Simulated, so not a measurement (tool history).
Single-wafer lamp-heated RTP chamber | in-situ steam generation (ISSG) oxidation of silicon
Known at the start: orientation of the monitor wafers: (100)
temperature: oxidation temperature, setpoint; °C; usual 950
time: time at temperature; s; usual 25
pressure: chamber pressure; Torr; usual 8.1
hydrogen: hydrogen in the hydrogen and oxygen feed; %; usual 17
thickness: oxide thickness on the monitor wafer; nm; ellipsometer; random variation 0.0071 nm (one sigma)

| run | day | temperature | time | pressure | hydrogen | read-back reference wafer on the same gauge, thickness | thickness |
|---|---|---|---|---|---|---|---|
| 1 | 0 | 950 | 25 | 8.1 | 17 | 5.289 | 4.876 |
| 2 | 0.433 | 950 | 25 | 8.1 | 17 | 5.288 | 4.885 |
| 3 | 1.108 | 950 | 25 | 8.1 | 17 | 5.292 | 4.908 |
| 4 | 1.608 | 950 | 25 | 8.6 | 17 | 5.29 | 4.894 |
| 5 | 2.079 | 950 | 25 | 8.6 | 17 | 5.291 | 4.903 |
| 6 | 2.571 | 950 | 25 | 8.6 | 17 | 5.291 | 4.922 |
| 7 | 3.017 | 950 | 25 | 8.1 | 17 | 5.291 | 4.931 |
| 8 | 3.604 | 956 | 25 | 6.9 | 17 | 5.29 | 5.025 |
| 9 | 4.488 | 950 | 25 | 9.5 | 17 | 5.291 | 4.734 |
| 10 | 4.608 | 950 | 25 | 8.1 | 17 | 5.288 | 4.773 |
| 11 | 4.992 | 950 | 25 | 9.6 | 11 | 5.289 | 4.341 |
| 12 | 5.312 | 941 | 34 | 9.4 | 11 | 5.291 | 4.874 |
| 13 | 5.571 | 959 | 32 | 6.9 | 17 | 5.29 | 5.47 |
| 14 | 6.246 | 950 | 25 | 8.1 | 17 | 5.291 | 4.774 |
| 15 | 6.75 | 956 | 28 | 6.9 | 26 | 5.291 | 5.631 |

Taken out of this log: 5 entries between the listed runs. Where each belongs, and how the hidden state differs across it:
Between runs 4 and 5: hydrogen flow controller replaced (day 2.05)
  true wafer temperature minus pyrometer reading, K: 9.18 -> 9.73
  measured less the result without the state, thickness: +0.146 -> +0.155 nm
Between runs 5 and 6: gauge calibrated (day 2.375)
  true wafer temperature minus pyrometer reading, K: 9.73 -> 10.3
  measured less the result without the state, thickness: +0.155 -> +0.164 nm
Between runs 6 and 7: pressure gauge zeroed (day 3)
  true wafer temperature minus pyrometer reading, K: 10.3 -> 10.9
  measured less the result without the state, thickness: +0.164 -> +0.174 nm
Between runs 8 and 9: pyrometer window cleaned and pyrometer calibrated (day 4.467)
  true wafer temperature minus pyrometer reading, K: 11.6 -> 0.813
  measured less the result without the state, thickness: +0.196 -> +0.013 nm
Between runs 13 and 14: gauge calibrated (day 6.208)
  true wafer temperature minus pyrometer reading, K: 0.858 -> 0.929
  measured less the result without the state, thickness: +0.017 -> +0.014 nm

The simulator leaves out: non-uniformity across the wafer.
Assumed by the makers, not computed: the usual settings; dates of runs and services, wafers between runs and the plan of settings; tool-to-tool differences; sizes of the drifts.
